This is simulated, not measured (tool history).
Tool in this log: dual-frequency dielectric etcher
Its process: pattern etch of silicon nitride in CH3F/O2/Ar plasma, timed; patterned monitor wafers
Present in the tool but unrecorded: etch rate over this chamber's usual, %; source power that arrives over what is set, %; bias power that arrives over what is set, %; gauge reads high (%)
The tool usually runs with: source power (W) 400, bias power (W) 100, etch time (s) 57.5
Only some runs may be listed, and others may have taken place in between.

run	day	source power (W)	bias power (W)	etch time (s)	wafers since the last listed run	hours since the last wet clean	hours since the last source power generator calibration	hours since the last bias power generator calibration	hours since the last upper electrode change	hours since the gauge calibration	read-back reference wafer on the same gauge, depth_nm	mean etch depth across the wafer (Å)
1	0	400	91	57.5	0	198.1	2653.7	3518.1	5211.4	1230.4	48.51	447.8
# day 1.492: bias power generator calibrated
2	1.512	400	91	57.5	427	234.4	2690	0.5	5247.7	1266.7	48.56	447
3	2.838	320	100	57.5	420	266.2	2721.8	32.3	5279.5	1298.5	48.68	439.1
4	4.162	320	100	57.5	420	298	2753.6	64.1	5311.3	1330.3	48.68	438.4
# day 5.533: upper electrode replaced
# day 6.396: wet clean of the chamber
5	6.417	320	100	57.5	124	0.5	2807.7	118.2	21.2	1384.4	48.72	437.8
6	6.433	330	113	44.5	5	0.9	2808.1	118.6	21.6	1384.8	48.78	361.9
7	7.108	350	100	74	214	17.1	2824.3	134.8	37.8	1401	48.82	575.4
# day 8.888: source power generator calibrated
8	10.896	400	80	57.5	1149	108	48.2	225.7	128.7	1491.9	48.86	418.5
9	11.938	400	100	64.5	330	133	73.2	250.7	153.7	1516.9	48.93	528.5
10	13.325	400	100	57.5	440	166.3	106.5	284	187	1550.2	48.97	470.7
11	14.508	440	100	67.5	375	194.7	134.9	312.4	215.4	1578.6	48.92	572.2
12	15.854	400	100	50.5	427	227	167.2	344.7	247.7	1610.9	48.8	412.7
13	17.046	370	115	67	378	255.6	195.8	373.3	276.3	1639.5	48.86	579
# day 17.338: gauge calibrated
14	17.742	370	80	70.5	220	272.3	212.5	390	293	9.7	47.38	483.4
15	18.479	310	77	42	234	290	230.2	407.7	310.7	27.4	47.43	266
16	19.671	400	85	57.5	378	318.6	258.8	436.3	339.3	56	47.4	420.5
# day 20.729: wet clean of the chamber
17	21.096	400	100	57.5	134	8.8	293	470.5	373.5	90.2	47.38	455.3
18	22.146	400	78	57.5	333	34	318.2	495.7	398.7	115.4	47.43	402.6
19	23.3	480	120	66.5	366	61.7	345.9	523.4	426.4	143.1	47.46	618.8
20	24.062	400	100	57.5	242	80	364.2	541.7	444.7	161.4	47.42	460.1
21	25.142	400	92	45	342	105.9	390.1	567.6	470.6	187.3	47.51	343.9
22	25.958	400	100	74	259	125.5	409.7	587.2	490.2	206.9	47.5	587.1
23	26.579	400	111	48	197	140.4	424.6	602.1	505.1	221.8	47.46	403.1
24	27.708	400	100	57.5	358	167.5	451.7	629.2	532.2	248.9	47.51	458.3
25	28.971	400	100	57.5	400	197.8	482	659.5	562.5	279.2	47.55	456.8
26	32.592	360	90	57.5	1149	284.7	568.9	746.4	649.4	366.1	47.6	421.6
27	34.658	400	100	57.5	656	334.3	618.5	796	699	415.7	47.64	460.2

Forecast run 28:
# day 36.075: wet clean of the chamber
28	36.096	500	100	66.5	138	0.5	653	830.5	733.5	450.2	?	?

read-back reference wafer on the same gauge, depth_nm: 47.6
mean etch depth across the wafer (Å): 574.4
The same run, on a tool lacking any hidden state, would have yielded mean etch depth across the wafer (Å) 573.6.
